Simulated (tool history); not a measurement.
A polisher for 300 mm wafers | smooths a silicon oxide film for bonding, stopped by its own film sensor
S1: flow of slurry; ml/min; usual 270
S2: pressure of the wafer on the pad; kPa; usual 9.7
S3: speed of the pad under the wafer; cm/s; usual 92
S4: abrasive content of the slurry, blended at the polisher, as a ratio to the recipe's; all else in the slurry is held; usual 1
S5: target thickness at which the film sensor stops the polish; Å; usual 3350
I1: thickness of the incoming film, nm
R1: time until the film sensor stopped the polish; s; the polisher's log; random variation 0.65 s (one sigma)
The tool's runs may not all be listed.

run     day   S1    S2   S3    S4    S5     I1     R1
  1       0  270   9.7   92     1  3350    366   74.1
  2   3.042  270   9.7   82     1  3350  366.8   80.8
  3   6.142  270   9.7   82     1  3350  359.5   62.7
  4  10.167  270   9.7   82     1  3350  361.6   68.6
  5  11.967  270   9.7   92     1  3350    357   53.3
  6  14.058  270   9.7   92     1  3350  362.1   65.2
  7  17.529  270   7.6   72     1  3350  365.8  108.4
  8  19.975  270   7.6   72     1  3350  357.3   80.1
  9  22.504  205   8.3   92     1  3350    359   68.3
 10  25.296  205   8.3   92     1  3350  365.2   86.2
 11  28.292  270   9.7   92     1  3350  352.2   40.8
 12  31.508  270   9.7   92     1  3350  361.8     65
 13  35.533  175   9.7   92     1  3380  356.5   46.7
 14  39.879  270   9.7   92     1  3350  358.5   56.6
 15  41.583  270   9.7   92  1.15  3380  358.3   44.9
 16  46.008  270   7.6   92  0.75  3350  359.6   88.1
 17  50.117  270   9.7  122  0.85  3350  355.6   44.3
 18  54.046  325   6.2  116     1  3320  364.6  104.1
 19  57.825  270   9.7   92     1  3260  365.2   93.5
 20  61.108  270    11   92     1  3410  357.8   34.9
 21  62.788  270   9.7   92     1  3350  364.5   70.6
 22  64.596  270   7.6   92     1  3350  365.2   92.8
 23  67.896  270   9.7   92     1  3350  358.2     56
 24  70.371  185    11   92   1.2  3390  360.8   43.5
 25  74.788  340   8.3   78     1  3350  362.7   85.2
 26  78.292  220   9.7   92  1.25  3430  357.9   32.3
 27  80.658  245  11.7   92     1  3400  364.9   48.9
 28  82.246  325   6.2  116     1  3320  358.8   82.2
 29  83.779  320   9.7   80     1  3390  354.7     41

Not shown: 13 entries that the log had between the listed runs. Between which runs, and how does the tool's hidden state differ before and after?
Between runs 2 and 3: slurry blender recalibrated (day 5.029)
  no hidden state differs between the two runs
Between runs 3 and 4: slurry nozzle cleaned (day 6.558)
  no hidden state differs between the two runs
Between runs 7 and 8: worn pad replaced by a new one (day 19.825)
  no hidden state differs between the two runs
Between runs 10 and 11: slurry nozzle cleaned (day 25.696); slurry blender recalibrated (day 27.762)
  no hidden state differs between the two runs
Between runs 13 and 14: worn pad replaced by a new one (day 39.571)
  no hidden state differs between the two runs
Between runs 14 and 15: head pressure recalibrated (day 40.729)
  no hidden state differs between the two runs
Between runs 16 and 17: slurry nozzle cleaned (day 46.704); slurry blender recalibrated (day 50.096)
  no hidden state differs between the two runs
Between runs 19 and 20: worn pad replaced by a new one (day 60.667)
  no hidden state differs between the two runs
Between runs 22 and 23: slurry nozzle cleaned (day 67.125)
  no hidden state differs between the two runs
Between runs 24 and 25: slurry blender recalibrated (day 71.938)
  no hidden state differs between the two runs
Between runs 26 and 27: worn pad replaced by a new one (day 79.567)
  no hidden state differs between the two runs
